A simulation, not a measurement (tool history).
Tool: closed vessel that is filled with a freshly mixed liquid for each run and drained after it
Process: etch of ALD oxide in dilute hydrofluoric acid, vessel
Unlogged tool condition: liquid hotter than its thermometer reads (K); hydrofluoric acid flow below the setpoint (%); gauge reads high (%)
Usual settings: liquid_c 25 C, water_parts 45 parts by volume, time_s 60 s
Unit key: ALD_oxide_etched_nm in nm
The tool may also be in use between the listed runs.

run	day	liquid_c	water_parts	time_s	wafers since the last listed run	hours since the thermometer was replaced	hours since the hydrofluoric acid flow meter was replaced	hours since the gauge calibration	read-back film thickness of the ALD oxide reference wafer, read on the same gauge (nm)	ALD_oxide_etched_nm
1	0	25	45	60	0	2128.4	810.4	1661.8	140	41.09
2	4.567	25	40	80	14487	2238	920	1771.4	140	62.08
3	6.179	25	40	80	5115	2276.7	958.7	1810.1	140	61.93
4	8.075	21	60	60	6014	2322.2	1004.2	1855.6	139.99	25.52
5	10.508	21	60	60	7719	2380.6	1062.6	1914	140.01	25.37
6	12.171	26.5	45	60	5274	2420.5	1102.5	1953.9	140	43.37
7	13.65	26.5	45	60	4692	2456	1138	1989.4	139.99	43.3
8	16.358	26.5	45	60	8591	2521	1203	2054.4	140.02	43.37
9	19.321	27	45	60	9398	2592.1	1274.1	2125.5	139.99	44.08
10	20.912	28.5	45	75	5049	2630.3	1312.3	2163.7	140	58.7
# day 22.717: hydrofluoric acid flow meter replaced
11	23.429	25	50	30	7851	2690.7	17.1	2224.1	140	18.8
# day 25.388: thermometer replaced
12	26.238	22	45	40	8777	20.4	84.5	2291.5	140	24.77
13	29.167	25	25	60	9292	90.7	154.8	2361.8	140	78.25
14	30.825	28.5	40	75	5260	130.5	194.6	2401.6	140.02	68.64
15	32.621	27.5	45	60	5697	173.6	237.7	2444.7	140.02	46.46
16	35.358	25	25	50	8684	239.3	303.4	2510.4	140.02	64.82
17	38.142	25	45	60	8829	306.1	370.2	2577.2	139.98	42.19

What will run 18 give?
18	39.3	20	30	35	3674	333.9	398	2605	?	?

read-back film thickness of the ALD oxide reference wafer, read on the same gauge (nm): 140
ALD_oxide_etched_nm: 30.19 nm
With no hidden state in the tool, this same run would have given ALD_oxide_etched_nm 30.48 nm.
